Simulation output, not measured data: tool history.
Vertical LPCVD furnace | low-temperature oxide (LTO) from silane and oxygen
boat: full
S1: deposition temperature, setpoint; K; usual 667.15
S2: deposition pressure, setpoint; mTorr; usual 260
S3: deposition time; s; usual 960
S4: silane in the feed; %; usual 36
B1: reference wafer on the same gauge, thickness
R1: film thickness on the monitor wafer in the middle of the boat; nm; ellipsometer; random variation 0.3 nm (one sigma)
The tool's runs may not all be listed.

run	hour	S1	S2	S3	S4	B1	R1
1	0.0	667.15	300	1110	36	128.03	189.13
2	39.5	667.15	300	1110	36	128.01	189.52
3	144.7	667.15	300	1110	36	128.09	189.96
4	237.9	667.15	260	960	36	128.25	142.27
5	324.9	667.15	260	1110	36	128.30	164.59
6	415.9	667.15	260	1110	36	128.41	165.34
7	667.5	667.15	260	960	36	128.71	142.48
8	730.4	667.15	260	960	36	128.81	142.56
# hour 795.2: silane flow controller replaced
9	826.3	667.15	260	960	36	128.91	142.52
10	891.8	667.15	260	960	36	129.03	142.90
# hour 946.2: thermocouples replaced and temperature profile calibrated
11	973.5	667.15	260	660	36	129.09	98.03
12	1060.6	667.15	260	960	36	129.12	143.32
13	1150.8	659.15	260	1140	36	129.30	154.22
14	1217.3	677.15	260	960	33	129.26	143.00
15	1301.7	667.15	260	750	36	129.39	111.71
# hour 1349.1: pressure gauge zeroed
16	1370.6	667.15	260	660	36	129.52	98.67
17	1456.9	663.15	200	1320	39	129.61	161.00
18	1531.1	667.15	260	780	31	129.74	95.14
# hour 1603.0: gauge calibrated
19	1621.8	674.15	315	810	43	127.10	194.07
20	1712.0	677.15	260	960	33	127.19	140.82
21	1771.6	676.15	260	960	36	127.29	156.07
22	1876.8	667.15	285	960	34	127.43	143.07
23	1944.7	667.15	260	960	36	127.52	141.69
24	2012.8	672.15	260	960	33	127.53	132.81
25	2086.3	674.15	315	810	43	127.60	194.32

Forecast each of these 5 alternatives for the next run:
A	2090.3	667.15	260	1080	36	?	?
B	2090.3	660.15	290	1260	42	?	?
C	2090.3	663.15	260	1290	36	?	?
D	2090.3	676.15	320	840	36	?	?
E	2090.3	663.15	210	1170	39	?	?

run	B1	R1
A	127.58	159.41
B	127.58	232.15
C	127.58	181.67
D	127.58	169.15
E	127.58	147.66
Without the tool's hidden state the same runs would have given:
run	R1
A	158.65
B	231.06
C	180.81
D	168.35
E	146.97

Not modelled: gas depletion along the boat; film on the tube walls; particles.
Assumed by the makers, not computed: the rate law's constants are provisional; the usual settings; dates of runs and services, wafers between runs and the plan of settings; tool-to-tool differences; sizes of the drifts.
